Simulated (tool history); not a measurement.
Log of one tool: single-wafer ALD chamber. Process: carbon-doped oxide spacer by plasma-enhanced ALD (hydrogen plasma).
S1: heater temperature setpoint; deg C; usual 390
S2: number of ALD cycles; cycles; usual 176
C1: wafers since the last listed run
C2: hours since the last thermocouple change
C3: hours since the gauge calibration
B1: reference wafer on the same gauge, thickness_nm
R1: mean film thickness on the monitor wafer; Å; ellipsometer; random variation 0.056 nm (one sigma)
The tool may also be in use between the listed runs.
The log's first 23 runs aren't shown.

run,hour,S1,S2,C1,C2,C3,B1,R1
# hour 1433: thermocouple changed; heater temperature recalibrated
24,1433.5,376,187,149,0.5,153.6,9.115,100.02
25,1491.9,399,156,157,58.9,212,9.134,83.5
26,1525.4,396,176,90,92.4,245.5,9.141,93.2
27,1595.6,390,165,189,162.6,315.7,9.12,88.75
28,1630.8,396,208,95,197.8,350.9,9.123,111.28
29,1702.8,385,143,194,269.8,422.9,9.121,76.32
30,1764.1,390,203,165,331.1,484.2,9.142,108.55
31,1817.9,402,160,145,384.9,538,9.125,84.94
32,1865.1,404,204,127,432.1,585.2,9.122,107.21
33,1889.4,390,176,65,456.4,609.5,9.102,93.68
34,1952.1,381,191,169,519.1,672.2,9.138,102.11
35,1979.7,380,176,74,546.7,699.8,9.124,94.07

3 ways to go on from here, each from the tool as it stands after run 35. What would each give?
A,1980.4,390,153,1,547.4,700.5,?,?
B,1980.4,385,176,1,547.4,700.5,?,?
C,1980.4,380,149,1,547.4,700.5,?,?

run,B1,R1
A,9.134,81.39
B,9.134,93.62
C,9.134,79.26
Without the tool's hidden state the same runs would have given:
run,R1
A,81.39
B,93.62
C,79.26
